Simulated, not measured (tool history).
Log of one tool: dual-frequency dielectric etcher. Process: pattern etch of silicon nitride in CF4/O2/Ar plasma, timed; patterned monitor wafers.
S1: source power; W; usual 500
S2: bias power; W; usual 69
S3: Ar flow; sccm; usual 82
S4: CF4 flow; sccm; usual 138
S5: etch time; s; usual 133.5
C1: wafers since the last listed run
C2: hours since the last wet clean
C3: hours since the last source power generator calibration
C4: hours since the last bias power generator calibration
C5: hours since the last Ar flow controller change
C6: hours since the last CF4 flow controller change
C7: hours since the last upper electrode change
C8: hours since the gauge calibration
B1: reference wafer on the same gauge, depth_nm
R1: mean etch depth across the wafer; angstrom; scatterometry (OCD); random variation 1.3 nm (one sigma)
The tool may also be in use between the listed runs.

run,day,S1,S2,S3,S4,S5,C1,C2,C3,C4,C5,C6,C7,C8,B1,R1
1,0,500,69,82,117,133.5,0,161.4,234,4509.7,1235.4,4097.1,220.5,1684.9,310,2910
2,3.083,500,69,82,138,133.5,566,235.4,308,4583.7,1309.4,4171.1,294.5,1758.9,310.3,2979
# day 4.442: bias power generator calibrated
3,5.262,500,69,82,138,133.5,369,287.7,360.3,19.7,1361.7,4223.4,346.8,1811.2,309.9,2982
4,7.479,500,80,82,113,133.5,407,340.9,413.5,72.9,1414.9,4276.6,400,1864.4,310.5,3069
5,9.471,550,69,82,138,133.5,365,388.7,461.3,120.7,1462.7,4324.4,447.8,1912.2,310.3,3260
# day 10.583: gauge calibrated
6,13.538,500,85,72,119,120,747,486.3,558.9,218.3,1560.3,4422,545.4,70.9,310.3,2868
7,17.829,500,69,82,138,133.5,788,589.3,661.9,321.3,1663.3,4525,648.4,173.9,310.2,2959
# day 20.817: wet clean of the chamber
8,22.238,390,82,70,123,133.5,626,34.1,767.7,427.1,1769.1,4630.8,754.2,279.7,310.7,2419
9,28.096,500,69,89,112,168,1076,174.7,908.3,567.7,1909.7,4771.4,894.8,420.3,310.5,3583
10,35.296,430,69,70,138,133.5,1323,347.5,1081.1,740.5,2082.5,4944.2,1067.6,593.1,309.8,2533
# day 36.35: Ar flow controller replaced
11,39.029,500,69,82,138,133.5,640,437.1,1170.7,830.1,64.3,5033.8,1157.2,682.7,310.5,2954
# day 43.704: wet clean of the chamber
12,46.112,590,57,82,138,170.5,1117,57.8,1340.7,1000.1,234.3,5203.8,1327.2,852.7,310.7,4136
# day 49.138: CF4 flow controller replaced
13,50.033,500,69,82,138,141.5,674,151.9,1434.8,1094.2,328.4,21.5,1421.3,946.8,310.1,3101
14,51.617,500,69,100,138,133.5,290,189.9,1472.8,1132.2,366.4,59.5,1459.3,984.8,309.8,2881
15,53.567,500,69,82,138,120,358,236.7,1519.6,1179,413.2,106.3,1506.1,1031.6,310.9,2627
16,56.812,500,69,82,138,157,596,314.6,1597.5,1256.9,491.1,184.2,1584,1109.5,310.5,3443
17,59.617,600,69,82,155,133.5,515,381.9,1664.8,1324.2,558.4,251.5,1651.3,1176.8,309.5,3557
18,63.404,500,69,82,138,133.5,696,472.8,1755.7,1415.1,649.3,342.4,1742.2,1267.7,309.9,2927
19,65.804,440,69,82,119,133.5,441,530.4,1813.3,1472.7,706.9,400,1799.8,1325.3,310.3,2494
# day 69.125: wet clean of the chamber
20,69.146,500,69,82,138,133.5,430,0.5,1893.5,1552.9,787.1,480.2,1880,1405.5,310.6,2913
21,70.908,500,82,82,123,133.5,323,42.8,1935.8,1595.2,829.4,522.5,1922.3,1447.8,309.6,3074
22,73.917,500,69,82,138,133.5,552,115,2008,1667.4,901.6,594.7,1994.5,1520,310.4,2903

3 ways to go on from here, each from the tool as it stands after run 22. What would each give?
A,73.938,500,69,82,138,133.5,3,115.5,2008.5,1667.9,902.1,595.2,1995,1520.5,?,?
B,73.938,500,61,69,127,158.5,3,115.5,2008.5,1667.9,902.1,595.2,1995,1520.5,?,?
C,73.938,500,69,82,138,104.5,3,115.5,2008.5,1667.9,902.1,595.2,1995,1520.5,?,?

run,B1,R1
A,309.8,2904
B,309.8,3315
C,309.8,2273
Without the tool's hidden state the same runs would have given:
run,R1
A,2969
B,3390
C,2324
